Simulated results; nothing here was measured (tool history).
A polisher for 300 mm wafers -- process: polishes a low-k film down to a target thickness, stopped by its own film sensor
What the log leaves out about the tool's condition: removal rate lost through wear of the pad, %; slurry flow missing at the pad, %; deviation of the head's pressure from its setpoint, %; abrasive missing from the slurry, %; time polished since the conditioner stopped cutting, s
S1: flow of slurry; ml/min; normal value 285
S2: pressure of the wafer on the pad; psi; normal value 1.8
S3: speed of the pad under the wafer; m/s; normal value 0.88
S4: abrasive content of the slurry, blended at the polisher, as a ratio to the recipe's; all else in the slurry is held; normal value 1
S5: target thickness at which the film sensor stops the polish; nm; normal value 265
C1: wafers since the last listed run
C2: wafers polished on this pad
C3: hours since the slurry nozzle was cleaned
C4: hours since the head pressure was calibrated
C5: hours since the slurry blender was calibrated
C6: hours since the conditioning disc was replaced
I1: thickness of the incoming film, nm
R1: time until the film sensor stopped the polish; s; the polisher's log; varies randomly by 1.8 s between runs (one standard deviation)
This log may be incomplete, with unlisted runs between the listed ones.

run	hour	S1	S2	S3	S4	S5	C1	C2	C3	C4	C5	C6	I1	R1
1	0	285	2	0.88	1	261	0	252	118.8	1090.3	55.2	164.5	308.5	133.5
2	23	220	1.8	0.88	1	265	171	423	141.8	1113.3	78.2	187.5	310	143.1
# hour 39.3: conditioning disc replaced and pad reconditioned
3	53.1	385	2	0.88	0.75	265	209	632	171.9	1143.4	108.3	13.8	309	155.8
4	80.6	355	1.8	0.78	1	265	204	837	199.4	1170.9	135.8	41.3	315.7	172.2
5	107.6	285	1.8	0.88	1	265	201	1038	226.4	1197.9	162.8	68.3	313.3	156.2
6	143.2	285	1.4	0.88	0.85	280	265	1303	262	1233.5	198.4	103.9	310.8	149.8
# hour 177.1: worn pad replaced by a new one
7	179	340	1.8	0.68	1.1	273	236	14	297.8	1269.3	234.2	139.7	306	129.2
# hour 201.6: slurry blender recalibrated
8	203.4	285	1.8	0.88	1	265	166	181	322.2	1293.7	1.8	164.1	313.1	144.7
9	217.2	285	1.8	0.88	1.15	265	102	283	336	1307.5	15.6	177.9	309.8	126.3
# hour 239.4: conditioning disc replaced and pad reconditioned
10	249.3	285	1.8	0.88	1	279	224	507	368.1	1339.6	47.7	9.9	313.4	106.9
11	280.2	315	1.8	0.88	1	265	230	738	399	1370.5	78.6	40.8	312	143.3
# hour 282.5: slurry nozzle cleaned
# hour 291.2: head pressure recalibrated
12	350.7	285	1.6	0.88	1	265	502	1240	68.2	59.5	149.1	111.3	310	159.7
13	369.4	285	1.8	0.94	1	265	139	1379	86.9	78.2	167.8	130	310.4	138.9
14	400.5	285	1.8	0.88	1	265	231	1611	118	109.3	198.9	161.1	306.6	137
# hour 405.8: worn pad replaced by a new one
# hour 409.5: slurry blender recalibrated
15	430.2	230	1.8	0.88	1	255	176	166	147.7	139	20.7	190.8	310.5	173.7
16	447.5	285	2.2	0.88	1.25	270	128	295	165	156.3	38	208.1	311.8	94.5
17	464.7	285	1.8	0.88	1	265	128	423	182.2	173.5	55.2	225.3	310.2	142.9
# hour 485.9: conditioning disc replaced and pad reconditioned
18	492.6	230	1.8	0.88	1	265	192	616	210.1	201.4	83.1	6.7	310.4	147.8
19	525.1	285	1.4	0.98	1.1	258	241	858	242.6	233.9	115.6	39.2	305.3	163.7
20	548.6	285	1.8	0.96	1	265	174	1033	266.1	257.4	139.1	62.7	307.3	124.4
21	570.4	285	1.8	0.88	1	277	162	1195	287.9	279.2	160.9	84.5	310.8	108.6
22	588	285	1.8	0.88	1.25	277	131	1326	305.5	296.8	178.5	102.1	309.5	93.1
23	603.9	285	1.8	0.88	1.2	265	118	1445	321.4	312.7	194.4	118	312.5	142
# hour 625.2: worn pad replaced by a new one
24	628.7	285	1.3	0.88	0.75	265	154	26	346.2	337.5	219.2	142.8	313	282.8

Hidden state at the last listed run before each entry between runs and at the first one after, where it differs:
After run 2, before run 3: conditioning disc replaced and pad reconditioned (hour 39.3)
  abrasive missing from the slurry, %: 4.13 -> 5.49
  measured minus no-state result, R1: +3.8 -> +6.6 s
After run 6, before run 7: worn pad replaced by a new one (hour 177.1)
  abrasive missing from the slurry, %: 12.2 -> 15.9
  measured minus no-state result, R1: +13.6 -> +13.4 s
After run 7, before run 8: slurry blender recalibrated (hour 201.6)
  abrasive missing from the slurry, %: 15.9 -> 0.81
  measured minus no-state result, R1: +13.4 -> +0.7 s
After run 9, before run 10: conditioning disc replaced and pad reconditioned (hour 239.4)
  abrasive missing from the slurry, %: 0.869 -> 1.36
  measured minus no-state result, R1: +0.6 -> +0.9 s
After run 11, before run 12: slurry nozzle cleaned (hour 282.5); head pressure recalibrated (hour 291.2)
  abrasive missing from the slurry, %: 2.3 -> 6.18
  measured minus no-state result, R1: +2.1 -> +6.3 s
After run 14, before run 15: worn pad replaced by a new one (hour 405.8); slurry blender recalibrated (hour 409.5)
  abrasive missing from the slurry, %: 10.4 -> 2.61
  measured minus no-state result, R1: +9.4 -> +2.8 s
After run 17, before run 18: conditioning disc replaced and pad reconditioned (hour 485.9)
  abrasive missing from the slurry, %: 3.25 -> 4.18
  measured minus no-state result, R1: +2.9 -> +3.9 s
After run 23, before run 24: worn pad replaced by a new one (hour 625.2)
  abrasive missing from the slurry, %: 11.6 -> 14.1
  measured minus no-state result, R1: +9.8 -> +32.7 s
